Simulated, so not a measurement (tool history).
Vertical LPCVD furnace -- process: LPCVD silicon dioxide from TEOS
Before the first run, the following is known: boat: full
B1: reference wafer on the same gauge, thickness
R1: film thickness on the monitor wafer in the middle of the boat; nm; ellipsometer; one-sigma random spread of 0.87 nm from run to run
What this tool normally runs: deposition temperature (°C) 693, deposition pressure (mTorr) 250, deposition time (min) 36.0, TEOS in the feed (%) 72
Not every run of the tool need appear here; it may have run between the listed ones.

run 1 hour=0.0 | deposition_temperature_(°C)=693 deposition_pressure_(mTorr)=200 deposition_time_(min)=36.0 TEOS_in_the_feed_(%)=81 | B1=161.87 | R1=188.30
run 2 hour=13.5 | deposition_temperature_(°C)=686 deposition_pressure_(mTorr)=250 deposition_time_(min)=36.0 TEOS_in_the_feed_(%)=72 | B1=162.30 | R1=166.67
run 3 hour=23.9 | deposition_temperature_(°C)=686 deposition_pressure_(mTorr)=250 deposition_time_(min)=36.0 TEOS_in_the_feed_(%)=72 | B1=162.02 | R1=166.17
run 4 hour=42.4 | deposition_temperature_(°C)=686 deposition_pressure_(mTorr)=250 deposition_time_(min)=36.0 TEOS_in_the_feed_(%)=72 | B1=162.43 | R1=167.13
run 5 hour=49.1 | deposition_temperature_(°C)=693 deposition_pressure_(mTorr)=250 deposition_time_(min)=36.0 TEOS_in_the_feed_(%)=78 | B1=161.74 | R1=207.30
run 6 hour=64.0 | deposition_temperature_(°C)=693 deposition_pressure_(mTorr)=250 deposition_time_(min)=36.0 TEOS_in_the_feed_(%)=72 | B1=162.20 | R1=197.51
-- hour=104.7 TEOS flow controller replaced
run 7 hour=105.2 | deposition_temperature_(°C)=693 deposition_pressure_(mTorr)=250 deposition_time_(min)=36.0 TEOS_in_the_feed_(%)=72 | B1=162.05 | R1=198.74
run 8 hour=109.6 | deposition_temperature_(°C)=693 deposition_pressure_(mTorr)=250 deposition_time_(min)=36.0 TEOS_in_the_feed_(%)=72 | B1=162.01 | R1=197.01
run 9 hour=120.6 | deposition_temperature_(°C)=693 deposition_pressure_(mTorr)=250 deposition_time_(min)=36.0 TEOS_in_the_feed_(%)=63 | B1=162.16 | R1=184.19
-- hour=124.3 gauge calibrated
run 10 hour=138.7 | deposition_temperature_(°C)=693 deposition_pressure_(mTorr)=250 deposition_time_(min)=50.0 TEOS_in_the_feed_(%)=72 | B1=161.93 | R1=275.86
-- hour=165.8 pressure gauge zeroed
-- hour=189.3 thermocouples replaced and temperature profile calibrated
run 11 hour=189.8 | deposition_temperature_(°C)=688 deposition_pressure_(mTorr)=250 deposition_time_(min)=24.0 TEOS_in_the_feed_(%)=72 | B1=162.15 | R1=117.49
run 12 hour=194.2 | deposition_temperature_(°C)=693 deposition_pressure_(mTorr)=250 deposition_time_(min)=36.0 TEOS_in_the_feed_(%)=78 | B1=162.16 | R1=204.93
run 13 hour=198.6 | deposition_temperature_(°C)=689 deposition_pressure_(mTorr)=295 deposition_time_(min)=42.0 TEOS_in_the_feed_(%)=72 | B1=161.93 | R1=226.15
run 14 hour=203.9 | deposition_temperature_(°C)=693 deposition_pressure_(mTorr)=290 deposition_time_(min)=36.0 TEOS_in_the_feed_(%)=72 | B1=162.06 | R1=213.70
run 15 hour=211.2 | deposition_temperature_(°C)=693 deposition_pressure_(mTorr)=295 deposition_time_(min)=36.0 TEOS_in_the_feed_(%)=72 | B1=162.22 | R1=214.33
run 16 hour=225.3 | deposition_temperature_(°C)=699 deposition_pressure_(mTorr)=250 deposition_time_(min)=36.0 TEOS_in_the_feed_(%)=72 | B1=162.20 | R1=227.63
run 17 hour=235.4 | deposition_temperature_(°C)=686 deposition_pressure_(mTorr)=250 deposition_time_(min)=36.0 TEOS_in_the_feed_(%)=72 | B1=162.05 | R1=165.85
run 18 hour=248.5 | deposition_temperature_(°C)=693 deposition_pressure_(mTorr)=250 deposition_time_(min)=36.0 TEOS_in_the_feed_(%)=72 | B1=161.90 | R1=196.02

Each row is a separate what-if for the run after 18, all from the same tool condition, not one after another. Results?
run A hour=253.0 | deposition_temperature_(°C)=693 deposition_pressure_(mTorr)=250 deposition_time_(min)=30.5 TEOS_in_the_feed_(%)=72 | B1=? | R1=?
run B hour=253.0 | deposition_temperature_(°C)=693 deposition_pressure_(mTorr)=250 deposition_time_(min)=36.0 TEOS_in_the_feed_(%)=79 | B1=? | R1=?
run C hour=253.0 | deposition_temperature_(°C)=703 deposition_pressure_(mTorr)=200 deposition_time_(min)=48.5 TEOS_in_the_feed_(%)=76 | B1=? | R1=?
run D hour=253.0 | deposition_temperature_(°C)=703 deposition_pressure_(mTorr)=225 deposition_time_(min)=42.0 TEOS_in_the_feed_(%)=72 | B1=? | R1=?
run E hour=253.0 | deposition_temperature_(°C)=685 deposition_pressure_(mTorr)=310 deposition_time_(min)=46.5 TEOS_in_the_feed_(%)=82 | B1=? | R1=?

run=A B1=162.27 R1=167.35
run=B B1=162.27 R1=206.91
run=C B1=162.27 R1=308.88
run=D B1=162.27 R1=276.14
run=E B1=162.27 R1=250.64
What these runs would have given with no unlogged condition in the tool:
run=A R1=167.35
run=B R1=206.91
run=C R1=308.88
run=D R1=276.14
run=E R1=250.64

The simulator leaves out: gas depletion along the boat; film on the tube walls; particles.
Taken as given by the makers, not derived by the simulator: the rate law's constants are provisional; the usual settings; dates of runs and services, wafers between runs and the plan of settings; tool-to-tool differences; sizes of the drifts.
